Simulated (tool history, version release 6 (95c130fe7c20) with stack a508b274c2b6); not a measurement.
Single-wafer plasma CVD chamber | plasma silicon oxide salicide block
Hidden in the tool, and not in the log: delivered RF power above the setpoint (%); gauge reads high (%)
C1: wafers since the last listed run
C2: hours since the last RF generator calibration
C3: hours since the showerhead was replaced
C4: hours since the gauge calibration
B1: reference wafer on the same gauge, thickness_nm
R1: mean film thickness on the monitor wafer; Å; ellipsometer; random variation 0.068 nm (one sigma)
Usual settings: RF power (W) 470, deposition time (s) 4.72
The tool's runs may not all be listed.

run 1 day=0 | RF_power_(W)=470 deposition_time_(s)=4.29 | C1=0 C2=2248.7 C3=2790.6 C4=291.1 | B1=40.196 | R1=390.53
run 2 day=1.188 | RF_power_(W)=470 deposition_time_(s)=4.29 | C1=879 C2=2277.2 C3=2819.1 C4=319.6 | B1=40.192 | R1=389.59
run 3 day=2.654 | RF_power_(W)=505 deposition_time_(s)=4.72 | C1=1086 C2=2312.4 C3=2854.3 C4=354.8 | B1=40.212 | R1=438.06
run 4 day=3.708 | RF_power_(W)=470 deposition_time_(s)=4.72 | C1=780 C2=2337.7 C3=2879.6 C4=380.1 | B1=40.198 | R1=429.08
run 5 day=4.925 | RF_power_(W)=470 deposition_time_(s)=4.72 | C1=900 C2=2366.9 C3=2908.8 C4=409.3 | B1=40.204 | R1=429.7
run 6 day=6 | RF_power_(W)=535 deposition_time_(s)=4.72 | C1=796 C2=2392.7 C3=2934.6 C4=435.1 | B1=40.176 | R1=445.09
run 7 day=6.571 | RF_power_(W)=535 deposition_time_(s)=4.72 | C1=422 C2=2406.4 C3=2948.3 C4=448.8 | B1=40.196 | R1=443.99
run 8 day=7.142 | RF_power_(W)=470 deposition_time_(s)=4.72 | C1=422 C2=2420.1 C3=2962 C4=462.5 | B1=40.19 | R1=427.09
run 9 day=8.162 | RF_power_(W)=470 deposition_time_(s)=4.72 | C1=755 C2=2444.6 C3=2986.5 C4=487 | B1=40.197 | R1=428.5
run 10 day=9.092 | RF_power_(W)=470 deposition_time_(s)=4.72 | C1=688 C2=2466.9 C3=3008.8 C4=509.3 | B1=40.214 | R1=428.44
run 11 day=9.671 | RF_power_(W)=530 deposition_time_(s)=4.72 | C1=428 C2=2480.8 C3=3022.7 C4=523.2 | B1=40.202 | R1=444.64
run 12 day=10.446 | RF_power_(W)=530 deposition_time_(s)=4.72 | C1=573 C2=2499.4 C3=3041.3 C4=541.8 | B1=40.208 | R1=443.24
run 13 day=11.117 | RF_power_(W)=415 deposition_time_(s)=4.72 | C1=496 C2=2515.5 C3=3057.4 C4=557.9 | B1=40.197 | R1=414.21
-- day=11.733 gauge calibrated
-- day=12.067 RF generator calibrated
run 14 day=12.525 | RF_power_(W)=415 deposition_time_(s)=4.72 | C1=796 C2=11 C3=3091.2 C4=19 | B1=40.196 | R1=421.78
run 15 day=13.529 | RF_power_(W)=435 deposition_time_(s)=4.72 | C1=743 C2=35.1 C3=3115.3 C4=43.1 | B1=40.215 | R1=427.44
run 16 day=14.95 | RF_power_(W)=435 deposition_time_(s)=4.72 | C1=1052 C2=69.2 C3=3149.4 C4=77.2 | B1=40.176 | R1=425.53
-- day=17.667 showerhead replaced
run 17 day=18.229 | RF_power_(W)=520 deposition_time_(s)=4.23 | C1=2181 C2=147.9 C3=13.5 C4=155.9 | B1=40.198 | R1=403.12
run 18 day=19.708 | RF_power_(W)=470 deposition_time_(s)=4.72 | C1=1095 C2=183.4 C3=49 C4=191.4 | B1=40.197 | R1=436.26
run 19 day=20.912 | RF_power_(W)=430 deposition_time_(s)=5.11 | C1=891 C2=212.3 C3=77.9 C4=220.3 | B1=40.201 | R1=459.81
run 20 day=21.858 | RF_power_(W)=395 deposition_time_(s)=4.21 | C1=700 C2=235 C3=100.6 C4=243 | B1=40.209 | R1=368.73
run 21 day=23.088 | RF_power_(W)=535 deposition_time_(s)=4.72 | C1=910 C2=264.5 C3=130.1 C4=272.5 | B1=40.201 | R1=451.77
run 22 day=24.283 | RF_power_(W)=445 deposition_time_(s)=3.86 | C1=885 C2=293.2 C3=158.8 C4=301.2 | B1=40.222 | R1=350.88
run 23 day=25.75 | RF_power_(W)=470 deposition_time_(s)=4.72 | C1=1086 C2=328.4 C3=194 C4=336.4 | B1=40.2 | R1=434.93
run 24 day=26.358 | RF_power_(W)=470 deposition_time_(s)=4.72 | C1=450 C2=343 C3=208.6 C4=351 | B1=40.198 | R1=435.67
run 25 day=26.904 | RF_power_(W)=470 deposition_time_(s)=4.72 | C1=404 C2=356.1 C3=221.7 C4=364.1 | B1=40.208 | R1=434.59
run 26 day=27.567 | RF_power_(W)=415 deposition_time_(s)=5.57 | C1=490 C2=372 C3=237.6 C4=380 | B1=40.201 | R1=495.55
run 27 day=28.25 | RF_power_(W)=470 deposition_time_(s)=4.72 | C1=506 C2=388.4 C3=254 C4=396.4 | B1=40.209 | R1=435.1
run 28 day=29.096 | RF_power_(W)=470 deposition_time_(s)=5.48 | C1=626 C2=408.7 C3=274.3 C4=416.7 | B1=40.205 | R1=503.83
run 29 day=31.658 | RF_power_(W)=515 deposition_time_(s)=3.99 | C1=1897 C2=470.2 C3=335.8 C4=478.2 | B1=40.194 | R1=378.34
-- day=32.854 gauge calibrated
run 30 day=33.154 | RF_power_(W)=545 deposition_time_(s)=4.97 | C1=1107 C2=506.1 C3=371.7 C4=7.2 | B1=40.2 | R1=476.66
run 31 day=33.775 | RF_power_(W)=470 deposition_time_(s)=4.48 | C1=459 C2=521 C3=386.6 C4=22.1 | B1=40.196 | R1=411.34
run 32 day=34.279 | RF_power_(W)=550 deposition_time_(s)=4.72 | C1=373 C2=533.1 C3=398.7 C4=34.2 | B1=40.195 | R1=455.9

Forecast each of these 5 alternatives for the next run:
run A day=34.296 | RF_power_(W)=470 deposition_time_(s)=3.94 | C1=12 C2=533.5 C3=399.1 C4=34.6 | B1=? | R1=?
run B day=34.296 | RF_power_(W)=470 deposition_time_(s)=5.22 | C1=12 C2=533.5 C3=399.1 C4=34.6 | B1=? | R1=?
run C day=34.296 | RF_power_(W)=410 deposition_time_(s)=5.5 | C1=12 C2=533.5 C3=399.1 C4=34.6 | B1=? | R1=?
run D day=34.296 | RF_power_(W)=565 deposition_time_(s)=4.46 | C1=12 C2=533.5 C3=399.1 C4=34.6 | B1=? | R1=?
run E day=34.296 | RF_power_(W)=535 deposition_time_(s)=5.54 | C1=12 C2=533.5 C3=399.1 C4=34.6 | B1=? | R1=?

run=A B1=40.206 R1=362.61
run=B B1=40.206 R1=480.42
run=C B1=40.206 R1=486.72
run=D B1=40.206 R1=432.9
run=E B1=40.206 R1=529.3
Without the tool's hidden state the same runs would have given:
run=A R1=364.45
run=B R1=482.85
run=C R1=489.19
run=D R1=435.1
run=E R1=531.98
